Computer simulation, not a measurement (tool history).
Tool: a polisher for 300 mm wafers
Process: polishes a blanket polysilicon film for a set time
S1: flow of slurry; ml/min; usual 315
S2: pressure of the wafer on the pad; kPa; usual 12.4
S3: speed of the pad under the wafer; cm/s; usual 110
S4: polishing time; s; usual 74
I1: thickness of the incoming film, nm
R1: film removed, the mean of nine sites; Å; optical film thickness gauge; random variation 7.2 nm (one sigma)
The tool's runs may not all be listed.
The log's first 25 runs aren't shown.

run   hour   S1    S2   S3  S4      I1    R1
 26  346.1  315  12.4   92  74  1997.8  4198
     347.7  -- slurry nozzle cleaned
 27  361.5  315  12.4  110  74  2009.6  4535
 28  370.7  315  12.4  110  74  2005.5  4479
 29  382.9  375  13.8  110  85  2002.2  5626
     395.6  -- worn pad replaced by a new one
 30  396.1  360  12.4  110  74  2018.2  5162
 31  413.6  400    11   78  86  2038.6  4469
 32    423  360    11  110  51  2053.7  3174
 33  429.8  315  15.2   98  74  2015.1  5198
 34    442  315  12.4  110  87  2016.7  5542
 35  457.2  315   9.7  110  74    1976  3978
 36  464.4  415  14.5   78  52  2034.6  3022

5 ways to go on from here, each from the tool as it stands after run 36. What would each give?
  A  464.8  315  12.4  110  74  2026   ?
  B  464.8  315  16.5  110  92  2026   ?
  C  464.8  315  15.2  110  74  2026   ?
  D  464.8  315    11  110  74  2026   ?
  E  464.8  285  13.8   94  91  2026   ?

run    R1
  A  4709
  B  7060
  C  5356
  D  4386
  E  5576
Without the tool's hidden state the same runs would have given:
run    R1
  A  5164
  B  7743
  C  5874
  D  4810
  E  6116
